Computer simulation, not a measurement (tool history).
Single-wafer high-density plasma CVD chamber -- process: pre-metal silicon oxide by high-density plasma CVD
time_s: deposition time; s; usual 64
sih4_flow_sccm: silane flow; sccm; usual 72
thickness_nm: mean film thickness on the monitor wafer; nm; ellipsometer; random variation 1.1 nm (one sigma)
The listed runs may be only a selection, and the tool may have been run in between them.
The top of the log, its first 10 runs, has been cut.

run	hour	time_s	sih4_flow_sccm	wafers since the last listed run	hours since the silane flow controller was replaced	hours since the gauge calibration	read-back reference wafer on the same gauge, thickness_nm	thickness_nm
11	260.3	72.4	72	539	4072.4	637.7	479.974	498.912
12	295.7	72.4	72	595	4107.8	673.1	479.924	498.577
13	308.1	64	72	208	4120.2	685.5	480.33	439.484
14	323.6	74	72	260	4135.7	701	479.899	508.984
# hour 350.4: gauge calibrated
15	356.5	74	72	553	4168.6	6.1	479.86	508.05
16	372.2	74	72	264	4184.3	21.8	479.974	508.586
17	393.9	64	72	365	4206	43.5	479.622	438.691
18	429.6	69.8	77	600	4241.7	79.2	479.895	510.424
19	454.3	72.3	65	415	4266.4	103.9	479.717	448.094
20	532.8	67.9	81	1320	4344.9	182.4	480.28	525.067
21	546.6	67.4	76	232	4358.7	196.2	480.132	488.641
22	562	56.8	63	259	4374.1	211.6	479.689	341.052
23	581.3	74	72	324	4393.4	230.9	479.797	506.713
24	597.1	74.9	68	265	4409.2	246.7	479.728	484.777
25	630.4	64	83	560	4442.5	280	479.969	506.158
# hour 638.9: silane flow controller replaced
26	643.9	53.9	65	92	5	293.5	479.773	354.792
27	656.5	64	72	211	17.6	306.1	480.147	464.593
28	683.2	69.3	80	449	44.3	332.8	480.019	564.068
29	706.3	64	86	388	67.4	355.9	480.193	556.366
30	722.9	64	72	279	84	372.5	480.512	464.291
31	747.1	64	84	407	108.2	396.7	480.11	543.46
32	776.6	57.8	80	496	137.7	426.2	480.381	467.348
33	794	53.5	72	292	155.1	443.6	480.084	390.382
34	816.9	70.2	77	385	178	466.5	480.137	545.768
35	832.2	68	77	257	193.3	481.8	479.853	530.17

3 options for the next run, each taken on its own from the tool as it stands now. Forecast them:
A	832.6	64	61	6	193.7	482.2	?	?
B	832.6	64	59	6	193.7	482.2	?	?
C	832.6	54.5	72	6	193.7	482.2	?	?

run	read-back reference wafer on the same gauge, thickness_nm	thickness_nm
A	479.845	394.481
B	479.845	381.547
C	479.845	396.502
Had the tool no hidden state, the same runs would have come out as:
run	thickness_nm
A	394.813
B	381.868
C	396.836
